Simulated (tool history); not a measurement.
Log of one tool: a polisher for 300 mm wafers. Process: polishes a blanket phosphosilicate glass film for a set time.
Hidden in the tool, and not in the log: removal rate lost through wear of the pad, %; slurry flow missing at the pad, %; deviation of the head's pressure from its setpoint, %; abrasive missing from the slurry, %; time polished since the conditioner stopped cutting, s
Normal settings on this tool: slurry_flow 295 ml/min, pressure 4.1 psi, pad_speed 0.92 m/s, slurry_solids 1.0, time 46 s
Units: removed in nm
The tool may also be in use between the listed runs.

run	hour	slurry_flow	pressure	pad_speed	slurry_solids	time	wafers since the last listed run	wafers polished on this pad	hours since the slurry nozzle was cleaned	hours since the head pressure was calibrated	hours since the slurry blender was calibrated	hours since the conditioning disc was replaced	incoming thickness of the incoming film, nm	removed
1	0.0	270	4.1	0.92	1.0	46	0	619	319.3	444.0	250.4	152.8	1841.9	389.6
2	17.4	270	4.1	0.92	1.0	46	126	745	336.7	461.4	267.8	170.2	1834.3	386.8
3	32.0	270	4.1	0.92	1.0	46	106	852	351.3	476.0	282.4	184.8	1845.4	384.7
4	42.3	295	4.1	0.92	1.1	46	74	926	361.6	486.3	292.7	195.1	1819.7	405.4
5	54.6	295	4.1	0.92	1.1	46	89	1016	373.9	498.6	305.0	207.4	1828.7	404.2
6	66.0	295	4.1	0.92	1.0	46	82	1099	385.3	510.0	316.4	218.8	1827.7	388.9
# hour 76.9: conditioning disc replaced and pad reconditioned
# hour 79.4: worn pad replaced by a new one
7	79.9	295	4.1	0.92	1.0	46	67	3	399.2	523.9	330.3	3.0	1799.6	389.9

Expected results for the next run?
# hour 86.2: head pressure recalibrated
8	94.3	295	3.7	0.92	1.0	46	90	93	413.6	8.1	344.7	17.4	1814.2	?

{"run 8": {"removed": 347.5}}
Take away the tool's hidden state, keep the run-to-run variation as it was, and the same run would have given removed 347.5 nm.
